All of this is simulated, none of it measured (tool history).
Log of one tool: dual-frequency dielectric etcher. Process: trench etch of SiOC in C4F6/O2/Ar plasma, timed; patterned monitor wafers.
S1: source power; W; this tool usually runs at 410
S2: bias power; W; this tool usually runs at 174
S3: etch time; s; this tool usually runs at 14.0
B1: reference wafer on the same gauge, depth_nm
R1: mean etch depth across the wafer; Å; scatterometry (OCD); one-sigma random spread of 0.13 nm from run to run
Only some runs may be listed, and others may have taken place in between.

run,day,S1,S2,S3,B1,R1
1,0.000,460,148,14.0,35.58,290.9
2,2.650,480,174,17.0,35.52,382.2
3,4.388,480,174,17.0,35.64,398.1
4,8.279,410,174,14.0,35.64,298.0
5,20.762,410,174,14.0,35.60,290.3
6,24.371,410,174,14.0,35.57,285.2
7,28.229,410,174,15.5,35.54,326.3
8,31.842,360,174,14.0,35.56,270.3
9,33.662,360,174,14.0,35.65,270.0
10,37.212,410,150,16.0,35.55,310.6
11,41.608,410,174,14.0,35.71,287.0
12,43.638,360,189,14.0,35.64,286.1
13,45.283,410,174,14.0,35.62,288.5
14,49.642,370,197,17.5,35.54,363.9
15,53.658,490,135,14.0,35.61,279.6
16,56.467,410,174,14.0,35.57,293.6
17,65.608,410,174,14.0,35.61,290.0
18,68.288,510,174,14.0,35.55,309.2
19,70.350,510,192,11.0,35.62,254.5
20,75.171,500,174,14.0,35.65,320.3
21,77.200,410,201,14.0,35.56,318.0
22,79.583,410,142,17.0,35.64,330.4
23,82.275,350,155,11.5,35.63,217.0
24,84.842,320,144,10.5,35.70,185.4
25,86.462,410,197,14.0,35.65,309.3
26,88.862,440,201,17.0,35.62,389.4
27,91.617,330,174,17.5,35.67,337.3
28,95.188,410,174,14.0,35.60,290.1
29,97.321,330,174,14.0,35.60,268.6

The log once held 8 entries between its listed runs, left out of this copy. Where does each go, and what is different about the tool's unlogged condition between the listed run before it and the listed run after it?
Runs 2 to 3: wet clean of the chamber (day 3.929)
  etch rate over this chamber's usual, %: -3.78 -> -0.318
  difference, measured minus the result without the unlogged condition, R1: -15.0 -> -1.2 Å
Runs 6 to 7: wet clean of the chamber (day 26.508)
  etch rate over this chamber's usual, %: -3.86 -> -1.09
  difference, measured minus the result without the unlogged condition, R1: -11.4 -> -3.6 Å
Runs 7 to 8: gauge calibrated (day 29.021)
  etch rate over this chamber's usual, %: -1.09 -> -1.73
  difference, measured minus the result without the unlogged condition, R1: -3.6 -> -4.8 Å
Runs 9 to 10: upper electrode replaced, of another model than before (day 36.429)
  etch rate over this chamber's usual, %: -2.05 -> -2.68
  difference, measured minus the result without the unlogged condition, R1: -5.7 -> -8.5 Å
Runs 14 to 15: wet clean of the chamber (day 51.100)
  etch rate over this chamber's usual, %: -4.88 -> -1.36
  difference, measured minus the result without the unlogged condition, R1: -18.7 -> -3.8 Å
Runs 16 to 17: bias power generator calibrated (day 59.483)
  etch rate over this chamber's usual, %: -1.86 -> -3.48
  difference, measured minus the result without the unlogged condition, R1: -5.5 -> -10.5 Å
Runs 17 to 18: source power generator calibrated (day 66.046)
  etch rate over this chamber's usual, %: -3.48 -> -3.95
  difference, measured minus the result without the unlogged condition, R1: -10.5 -> -12.7 Å
Runs 19 to 20: wet clean of the chamber (day 75.150)
  etch rate over this chamber's usual, %: -4.32 -> 0.407
  difference, measured minus the result without the unlogged condition, R1: -11.5 -> +1.3 Å

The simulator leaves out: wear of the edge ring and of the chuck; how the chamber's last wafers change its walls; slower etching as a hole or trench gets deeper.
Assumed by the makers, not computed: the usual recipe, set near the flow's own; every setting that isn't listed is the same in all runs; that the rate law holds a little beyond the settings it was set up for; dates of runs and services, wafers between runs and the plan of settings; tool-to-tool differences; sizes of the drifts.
